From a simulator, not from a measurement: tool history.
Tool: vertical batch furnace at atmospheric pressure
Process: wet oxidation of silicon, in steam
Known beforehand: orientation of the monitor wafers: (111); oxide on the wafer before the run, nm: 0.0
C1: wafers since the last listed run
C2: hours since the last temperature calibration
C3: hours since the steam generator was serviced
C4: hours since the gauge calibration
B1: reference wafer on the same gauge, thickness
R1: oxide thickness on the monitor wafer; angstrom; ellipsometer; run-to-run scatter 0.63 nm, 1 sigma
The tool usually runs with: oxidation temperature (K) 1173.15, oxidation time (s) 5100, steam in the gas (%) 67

Run 1, day 0: usual settings but oxidation temperature (K) 1153.15; C1 0; C2 2961.6; C3 2441.2; C4 526; B1 193.02. Result: R1 1632.1 angstrom.
Run 2, day 1.988: usual settings but oxidation temperature (K) 1153.15; C1 759; C2 3009.3; C3 2488.9; C4 573.7; B1 193.04. Result: R1 1627.3 angstrom.
Run 3, day 2.854: usual settings but oxidation temperature (K) 1153.15; C1 331; C2 3030.1; C3 2509.7; C4 594.5; B1 193.06. Result: R1 1624.6 angstrom.
Run 4, day 4.1: usual settings; C1 475; C2 3060; C3 2539.6; C4 624.4; B1 193.04. Result: R1 2100.3 angstrom.
Run 5, day 5.033: usual settings; C1 356; C2 3082.4; C3 2562; C4 646.8; B1 192.91. Result: R1 2093.8 angstrom.
Run 6, day 5.921: usual settings; C1 339; C2 3103.7; C3 2583.3; C4 668.1; B1 193.02. Result: R1 2097.7 angstrom.
Run 7, day 6.671: usual settings; C1 286; C2 3121.7; C3 2601.3; C4 686.1; B1 192.87. Result: R1 2097.9 angstrom.
Run 8, day 7.788: usual settings; C1 426; C2 3148.5; C3 2628.1; C4 712.9; B1 192.99. Result: R1 2090.9 angstrom.
Run 9, day 8.654: usual settings but oxidation time (s) 7140, steam in the gas (%) 71; C1 331; C2 3169.3; C3 2648.9; C4 733.7; B1 193.01. Result: R1 2855.2 angstrom.
Run 10, day 9.779: usual settings but oxidation time (s) 7140, steam in the gas (%) 71; C1 429; C2 3196.3; C3 2675.9; C4 760.7; B1 192.93. Result: R1 2862 angstrom.
At day 11.917: steam generator serviced.
Run 11, day 11.938: usual settings but oxidation temperature (K) 1181.15; C1 442; C2 3248.1; C3 0.5; C4 812.5; B1 192.96. Result: R1 2443.1 angstrom.
At day 12.012: gauge calibrated.
Run 12, day 12.167: usual settings but oxidation time (s) 5610; C1 87; C2 3253.6; C3 6; C4 3.7; B1 193.03. Result: R1 2434.6 angstrom.
Run 13, day 12.992: usual settings but oxidation time (s) 5610; C1 315; C2 3273.4; C3 25.8; C4 23.5; B1 192.99. Result: R1 2426.9 angstrom.
Run 14, day 14.288: usual settings but oxidation time (s) 5610; C1 495; C2 3304.5; C3 56.9; C4 54.6; B1 193. Result: R1 2434.1 angstrom.
Run 15, day 15.467: usual settings; C1 450; C2 3332.8; C3 85.2; C4 82.9; B1 192.96. Result: R1 2247.6 angstrom.
Run 16, day 16.954: usual settings but oxidation time (s) 6930, steam in the gas (%) 77; C1 568; C2 3368.5; C3 120.9; C4 118.6; B1 193.04. Result: R1 3169 angstrom.
Run 17, day 18.312: usual settings but oxidation temperature (K) 1165.15, oxidation time (s) 6090; C1 518; C2 3401.1; C3 153.5; C4 151.2; B1 192.86. Result: R1 2368.4 angstrom.
Run 18, day 19.362: usual settings but oxidation temperature (K) 1149.15, oxidation time (s) 3750; C1 401; C2 3426.3; C3 178.7; C4 176.4; B1 193.19. Result: R1 1281.3 angstrom.
Run 19, day 20.646: usual settings; C1 490; C2 3457.1; C3 209.5; C4 207.2; B1 192.94. Result: R1 2247.8 angstrom.
Run 20, day 21.988: usual settings; C1 512; C2 3489.3; C3 241.7; C4 239.4; B1 193. Result: R1 2240.5 angstrom.
Run 21, day 23.021: usual settings; C1 394; C2 3514.1; C3 266.5; C4 264.2; B1 192.95. Result: R1 2257.2 angstrom.
Run 22, day 23.904: usual settings but oxidation time (s) 6600, steam in the gas (%) 75; C1 337; C2 3535.3; C3 287.7; C4 285.4; B1 192.93. Result: R1 2992.6 angstrom.
Run 23, day 24.6: usual settings but oxidation temperature (K) 1163.15, oxidation time (s) 3120; C1 265; C2 3552; C3 304.4; C4 302.1; B1 192.97. Result: R1 1327.2 angstrom.
At day 26.138: thermocouples replaced and temperature profile calibrated.
Run 24, day 26.158: usual settings but oxidation time (s) 7140, steam in the gas (%) 71; C1 213; C2 0.5; C3 341.8; C4 339.5; B1 192.96. Result: R1 2888.1 angstrom.
Run 25, day 26.392: usual settings but oxidation time (s) 3690, steam in the gas (%) 56; C1 89; C2 6.1; C3 347.4; C4 345.1; B1 193.06. Result: R1 1397 angstrom.
Run 26, day 26.929: usual settings; C1 205; C2 19; C3 360.3; C4 358; B1 192.98. Result: R1 2114.5 angstrom.
Run 27, day 27.925: usual settings but oxidation temperature (K) 1153.15, oxidation time (s) 3210, steam in the gas (%) 62; C1 380; C2 42.9; C3 384.2; C4 381.9; B1 193.02. Result: R1 1024.1 angstrom.
Run 28, day 28.558: usual settings but oxidation time (s) 7140, steam in the gas (%) 71; C1 241; C2 58.1; C3 399.4; C4 397.1; B1 192.98. Result: R1 2884.8 angstrom.
Run 29, day 33.058: usual settings; C1 1718; C2 166.1; C3 507.4; C4 505.1; B1 193.01. Result: R1 2127.2 angstrom.
Run 30, day 33.954: usual settings but oxidation temperature (K) 1152.15, oxidation time (s) 3720, steam in the gas (%) 61; C1 342; C2 187.6; C3 528.9; C4 526.6; B1 192.93. Result: R1 1136.9 angstrom.
Run 31, day 34.862: usual settings but oxidation temperature (K) 1153.15, oxidation time (s) 3960, steam in the gas (%) 72; C1 346; C2 209.4; C3 550.7; C4 548.4; B1 192.93. Result: R1 1398.9 angstrom.

4 ways to go on from here, each from the tool as it stands after run 31. What would each give?
Run A, day 35.1: usual settings; C1 90; C2 215.1; C3 556.4; C4 554.1; B1 ?. Result: R1 ?.
Run B, day 35.1: usual settings but oxidation temperature (K) 1159.15, oxidation time (s) 7290, steam in the gas (%) 57; C1 90; C2 215.1; C3 556.4; C4 554.1; B1 ?. Result: R1 ?.
Run C, day 35.1: usual settings but oxidation time (s) 7620, steam in the gas (%) 73; C1 90; C2 215.1; C3 556.4; C4 554.1; B1 ?. Result: R1 ?.
Run D, day 35.1: usual settings but oxidation temperature (K) 1183.15; C1 90; C2 215.1; C3 556.4; C4 554.1; B1 ?. Result: R1 ?.

run      B1      R1
  A  192.89  2117.6
  B  192.89  2093.4
  C  192.89  3097.7
  D  192.89  2358.8
The same runs, with their run-to-run variation unchanged, on a tool lacking any hidden condition would have given:
run      R1
  A  2125.6
  B  2100.4
  C  3110.4
  D  2370.2
